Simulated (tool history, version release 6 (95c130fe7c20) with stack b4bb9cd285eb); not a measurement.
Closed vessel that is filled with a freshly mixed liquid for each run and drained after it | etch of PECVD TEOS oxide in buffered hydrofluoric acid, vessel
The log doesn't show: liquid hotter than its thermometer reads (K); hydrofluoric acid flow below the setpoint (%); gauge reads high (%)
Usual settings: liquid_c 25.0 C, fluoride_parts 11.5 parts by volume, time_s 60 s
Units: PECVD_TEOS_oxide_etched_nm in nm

run,hour,liquid_c,fluoride_parts,time_s,wafers since the last listed run,hours since the thermometer was replaced,hours since the hydrofluoric acid flow meter was replaced,hours since the gauge calibration,"read-back film thickness of the PECVD TEOS oxide reference wafer, read on the same gauge (nm)",PECVD_TEOS_oxide_etched_nm
1,0.0,25.0,11.5,60,0,1511.3,252.7,409.4,149.99,85.65
2,97.4,25.0,11.5,60,12859,1608.7,350.1,506.8,149.98,86.13
3,163.4,25.0,11.5,60,8713,1674.7,416.1,572.8,149.99,85.17
4,345.4,25.0,11.5,60,24029,1856.7,598.1,754.8,150.05,86.98
5,455.6,25.0,11.5,60,14549,1966.9,708.3,865.0,150.02,87.69
6,481.3,25.0,11.5,60,3393,1992.6,734.0,890.7,150.00,86.80
7,520.6,25.0,11.5,60,5188,2031.9,773.3,930.0,150.01,87.94
8,565.2,25.0,11.5,60,5888,2076.5,817.9,974.6,150.00,88.04
9,612.0,25.0,11.5,60,6178,2123.3,864.7,1021.4,150.02,88.15
# hour 633.9: hydrofluoric acid flow meter replaced
10,639.5,25.0,11.5,60,3498,2150.8,5.6,1048.9,150.02,88.33
# hour 657.5: thermometer replaced
11,688.5,25.0,11.5,60,6337,31.0,54.6,1097.9,149.99,92.95
12,727.6,20.5,11.5,80,5162,70.1,93.7,1137.0,149.99,99.11
# hour 772.1: gauge calibrated
13,798.2,27.0,8.0,30,9321,140.7,164.3,26.1,149.99,72.88
14,850.4,21.0,8.0,45,6891,192.9,216.5,78.3,150.06,78.65
15,880.5,25.0,11.5,90,3974,223.0,246.6,108.4,150.00,141.09
# hour 885.6: thermometer replaced, repeated, since the last time left the tool worse
16,917.3,25.0,11.5,60,4726,31.7,283.4,145.2,150.03,79.38
17,974.2,25.0,11.5,60,7512,88.6,340.3,202.1,149.95,80.22
18,1006.2,25.0,11.5,40,4224,120.6,372.3,234.1,150.02,53.76
19,1037.1,29.0,11.5,60,4079,151.5,403.2,265.0,149.96,99.83
20,1095.9,27.0,9.0,75,7763,210.3,462.0,323.8,150.00,137.47

Hidden state at the last listed run before each entry between runs and at the first one after, where it differs:
Between runs 9 and 10: hydrofluoric acid flow meter replaced (hour 633.9)
  liquid hotter than its thermometer reads (K): 1.89 -> 1.91
  measured less the result without the state, PECVD_TEOS_oxide_etched_nm: +8.54 -> +8.63 nm
Between runs 10 and 11: thermometer replaced (hour 657.5)
  liquid hotter than its thermometer reads (K): 1.91 -> 3.09
  measured less the result without the state, PECVD_TEOS_oxide_etched_nm: +8.63 -> +14.20 nm
Between runs 12 and 13: gauge calibrated (hour 772.1)
  liquid hotter than its thermometer reads (K): 3.12 -> 3.18
  measured less the result without the state, PECVD_TEOS_oxide_etched_nm: +15.70 -> +11.28 nm
Between runs 15 and 16: thermometer replaced, repeated, since the last time left the tool worse (hour 885.6)
  liquid hotter than its thermometer reads (K): 3.25 -> 0.176
  measured less the result without the state, PECVD_TEOS_oxide_etched_nm: +22.57 -> +0.77 nm
